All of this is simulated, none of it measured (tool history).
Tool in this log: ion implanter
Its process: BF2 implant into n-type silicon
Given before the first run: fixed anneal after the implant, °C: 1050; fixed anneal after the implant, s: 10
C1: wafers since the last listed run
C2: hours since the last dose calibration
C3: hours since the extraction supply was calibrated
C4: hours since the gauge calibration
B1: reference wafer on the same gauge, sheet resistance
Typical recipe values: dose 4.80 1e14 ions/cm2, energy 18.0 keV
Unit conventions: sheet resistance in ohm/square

Run 1, hour 0.0: usual settings; C1 0; C2 526.4; C3 5793.0; C4 133.2; B1 251.00. Result: sheet resistance 243.76 ohm/square.
Run 2, hour 12.9: usual settings; C1 228; C2 539.3; C3 5805.9; C4 146.1; B1 251.01. Result: sheet resistance 243.34 ohm/square.
Run 3, hour 21.5: usual settings; C1 152; C2 547.9; C3 5814.5; C4 154.7; B1 251.06. Result: sheet resistance 243.52 ohm/square.
Run 4, hour 36.3: usual settings; C1 262; C2 562.7; C3 5829.3; C4 169.5; B1 250.99. Result: sheet resistance 243.71 ohm/square.
Run 5, hour 45.0: usual settings; C1 154; C2 571.4; C3 5838.0; C4 178.2; B1 250.96. Result: sheet resistance 243.39 ohm/square.
Run 6, hour 52.0: usual settings; C1 123; C2 578.4; C3 5845.0; C4 185.2; B1 250.97. Result: sheet resistance 243.41 ohm/square.
Run 7, hour 61.8: usual settings; C1 173; C2 588.2; C3 5854.8; C4 195.0; B1 250.98. Result: sheet resistance 243.25 ohm/square.
Run 8, hour 73.5: usual settings but energy 22.0 keV; C1 207; C2 599.9; C3 5866.5; C4 206.7; B1 251.06. Result: sheet resistance 236.36 ohm/square.
Run 9, hour 80.0: usual settings but energy 16.5 keV; C1 115; C2 606.4; C3 5873.0; C4 213.2; B1 251.10. Result: sheet resistance 247.40 ohm/square.
Run 10, hour 86.0: usual settings but dose 5.16 1e14 ions/cm2, energy 15.5 keV; C1 106; C2 612.4; C3 5879.0; C4 219.2; B1 250.98. Result: sheet resistance 237.33 ohm/square.
Run 11, hour 99.5: usual settings; C1 239; C2 625.9; C3 5892.5; C4 232.7; B1 250.95. Result: sheet resistance 243.36 ohm/square.
Run 12, hour 108.1: usual settings; C1 152; C2 634.5; C3 5901.1; C4 241.3; B1 250.93. Result: sheet resistance 242.86 ohm/square.
Run 13, hour 115.5: usual settings but energy 13.5 keV; C1 131; C2 641.9; C3 5908.5; C4 248.7; B1 250.99. Result: sheet resistance 256.72 ohm/square.
Run 14, hour 156.4: usual settings; C1 724; C2 682.8; C3 5949.4; C4 289.6; B1 251.02. Result: sheet resistance 243.95 ohm/square.
Run 15, hour 169.2: usual settings but dose 4.48 1e14 ions/cm2; C1 226; C2 695.6; C3 5962.2; C4 302.4; B1 251.06. Result: sheet resistance 256.79 ohm/square.
Run 16, hour 184.2: usual settings but dose 4.48 1e14 ions/cm2; C1 265; C2 710.6; C3 5977.2; C4 317.4; B1 251.01. Result: sheet resistance 256.56 ohm/square.
Run 17, hour 192.3: usual settings; C1 143; C2 718.7; C3 5985.3; C4 325.5; B1 251.01. Result: sheet resistance 243.34 ohm/square.
Run 18, hour 202.9: usual settings but dose 3.84 1e14 ions/cm2, energy 19.5 keV; C1 187; C2 729.3; C3 5995.9; C4 336.1; B1 250.97. Result: sheet resistance 287.74 ohm/square.
At hour 213.9: Faraday cup replaced and dose calibrated.
Run 19, hour 219.9: usual settings but dose 4.19 1e14 ions/cm2, energy 23.0 keV; C1 159; C2 6.0; C3 6012.9; C4 353.1; B1 251.05. Result: sheet resistance 269.10 ohm/square.
Run 20, hour 231.4: usual settings but dose 3.84 1e14 ions/cm2, energy 19.5 keV; C1 203; C2 17.5; C3 6024.4; C4 364.6; B1 251.00. Result: sheet resistance 293.17 ohm/square.
Run 21, hour 247.7: usual settings; C1 288; C2 33.8; C3 6040.7; C4 380.9; B1 251.02. Result: sheet resistance 247.12 ohm/square.
Run 22, hour 257.3: usual settings but dose 3.86 1e14 ions/cm2, energy 16.0 keV; C1 169; C2 43.4; C3 6050.3; C4 390.5; B1 251.08. Result: sheet resistance 299.92 ohm/square.
Run 23, hour 271.1: usual settings but dose 3.59 1e14 ions/cm2, energy 24.0 keV; C1 244; C2 57.2; C3 6064.1; C4 404.3; B1 250.98. Result: sheet resistance 302.99 ohm/square.
Run 24, hour 277.7: usual settings but dose 4.00 1e14 ions/cm2, energy 22.5 keV; C1 116; C2 63.8; C3 6070.7; C4 410.9; B1 250.94. Result: sheet resistance 278.49 ohm/square.
Run 25, hour 287.0: usual settings but energy 22.5 keV; C1 164; C2 73.1; C3 6080.0; C4 420.2; B1 251.04. Result: sheet resistance 238.65 ohm/square.
Run 26, hour 296.3: usual settings; C1 164; C2 82.4; C3 6089.3; C4 429.5; B1 251.00. Result: sheet resistance 246.26 ohm/square.
At hour 306.9: extraction supply calibrated.
Run 27, hour 309.1: usual settings but dose 4.00 1e14 ions/cm2, energy 13.5 keV; C1 84; C2 95.2; C3 2.2; C4 442.3; B1 250.95. Result: sheet resistance 298.23 ohm/square.
Run 28, hour 321.9: usual settings but energy 20.5 keV; C1 226; C2 108.0; C3 15.0; C4 455.1; B1 251.10. Result: sheet resistance 240.78 ohm/square.
At hour 328.5: gauge calibrated.
Run 29, hour 330.9: usual settings but dose 5.17 1e14 ions/cm2, energy 15.5 keV; C1 159; C2 117.0; C3 24.0; C4 2.4; B1 251.03. Result: sheet resistance 238.91 ohm/square.
Run 30, hour 342.6: usual settings; C1 207; C2 128.7; C3 35.7; C4 14.1; B1 250.97. Result: sheet resistance 244.91 ohm/square.
Run 31, hour 354.6: usual settings but dose 3.37 1e14 ions/cm2, energy 16.5 keV; C1 212; C2 140.7; C3 47.7; C4 26.1; B1 250.97. Result: sheet resistance 330.54 ohm/square.
Run 32, hour 372.5: usual settings but dose 3.79 1e14 ions/cm2, energy 16.0 keV; C1 316; C2 158.6; C3 65.6; C4 44.0; B1 251.01. Result: sheet resistance 300.97 ohm/square.
Run 33, hour 425.3: usual settings but energy 16.0 keV; C1 934; C2 211.4; C3 118.4; C4 96.8; B1 250.99. Result: sheet resistance 248.78 ohm/square.
Run 34, hour 432.0: usual settings; C1 118; C2 218.1; C3 125.1; C4 103.5; B1 251.00. Result: sheet resistance 244.55 ohm/square.

Alternative continuations, all from the tool just after run 34; predict every row:
Run A, hour 432.4: usual settings; C1 7; C2 218.5; C3 125.5; C4 103.9; B1 ?. Result: sheet resistance ?.
Run B, hour 432.4: usual settings but dose 3.86 1e14 ions/cm2, energy 22.5 keV; C1 7; C2 218.5; C3 125.5; C4 103.9; B1 ?. Result: sheet resistance ?.
Run C, hour 432.4: usual settings but energy 20.0 keV; C1 7; C2 218.5; C3 125.5; C4 103.9; B1 ?. Result: sheet resistance ?.
Run D, hour 432.4: usual settings but dose 5.99 1e14 ions/cm2; C1 7; C2 218.5; C3 125.5; C4 103.9; B1 ?. Result: sheet resistance ?.

run      B1  sheet resistance
  A  251.02            244.55
  B  251.02            283.78
  C  251.02            240.60
  D  251.02            207.33
Without the tool's hidden state the same runs would have given:
run  sheet resistance
  A            250.85
  B            291.71
  C            246.94
  D            212.21
